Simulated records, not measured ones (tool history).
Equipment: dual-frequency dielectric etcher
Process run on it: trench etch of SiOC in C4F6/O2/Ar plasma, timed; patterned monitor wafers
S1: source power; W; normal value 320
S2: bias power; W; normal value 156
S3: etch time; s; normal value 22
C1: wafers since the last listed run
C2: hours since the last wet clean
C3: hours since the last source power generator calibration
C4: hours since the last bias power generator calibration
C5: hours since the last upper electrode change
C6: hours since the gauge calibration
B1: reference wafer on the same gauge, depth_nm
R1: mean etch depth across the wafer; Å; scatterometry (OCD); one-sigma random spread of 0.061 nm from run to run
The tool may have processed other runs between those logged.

run   hour   S1   S2    S3   C1     C2      C3      C4      C5     C6     B1     R1
  1      0  320  126    22    0    390  2928.5  1301.7  6090.2   68.1  44.29  376.4
  2     17  320  126    22  210    407  2945.5  1318.7  6107.2   85.1   44.3  376.9
  3   29.8  320  126    22  158  419.8  2958.3  1331.5    6120   97.9  44.29    377
      60.7  -- wet clean of the chamber
      72.4  -- gauge calibrated
      78.5  -- upper electrode replaced
  4     79  320  156    22   91   18.3  3007.5  1380.7     0.5    6.6   44.3  410.4
  5   79.4  320  156    22    4   18.7  3007.9  1381.1     0.9      7  44.31  408.9
  6   79.7  360  156    20    3     19  3008.2  1381.4     1.2    7.3   44.3  384.1
  7     80  320  179    20    3   19.3  3008.5  1381.7     1.5    7.6  44.31    399
  8   85.9  320  156    22   73   25.2  3014.4  1387.6     7.4   13.5   44.3  410.2
        96  -- bias power generator calibrated
  9  100.5  290  142  18.5  131   39.8    3029     4.5      22   28.1   44.3    320
 10  111.9  250  156  27.5  141   51.2  3040.4    15.9    33.4   39.5  44.29  483.4
 11  123.4  250  156    22  142   62.7  3051.9    27.4    44.9     51   44.3  386.7
     136.9  -- source power generator calibrated
 12  138.2  350  156  16.5  133   77.5     1.3    42.2    59.7   65.8  44.29  316.5
 13  153.4  320  156    22  188   92.7    16.5    57.4    74.9     81   44.3  412.5
 14  171.1  280  156  24.5  219  110.4    34.2    75.1    92.6   98.7  44.29  443.2
 15  178.6  250  143    18   93  117.9    41.7    82.6   100.1  106.2   44.3  302.9

Alternative continuations, all from the tool just after run 15; predict every row:
  A   179  320  156    22   4  118.3  42.1  83  100.5  106.6   ?   ?
  B   179  320  131    22   4  118.3  42.1  83  100.5  106.6   ?   ?
  C   179  320  128    18   4  118.3  42.1  83  100.5  106.6   ?   ?
  D   179  370  156  17.5   4  118.3  42.1  83  100.5  106.6   ?   ?
  E   179  270  156    22   4  118.3  42.1  83  100.5  106.6   ?   ?

run    B1     R1
  A  44.3  413.5
  B  44.3  378.2
  C  44.3  305.6
  D  44.3    342
  E  44.3    396
The same runs, with their run-to-run variation unchanged, on a tool lacking any hidden condition would have given:
run     R1
  A  409.7
  B  374.7
  C  302.8
  D  338.8
  E  392.3

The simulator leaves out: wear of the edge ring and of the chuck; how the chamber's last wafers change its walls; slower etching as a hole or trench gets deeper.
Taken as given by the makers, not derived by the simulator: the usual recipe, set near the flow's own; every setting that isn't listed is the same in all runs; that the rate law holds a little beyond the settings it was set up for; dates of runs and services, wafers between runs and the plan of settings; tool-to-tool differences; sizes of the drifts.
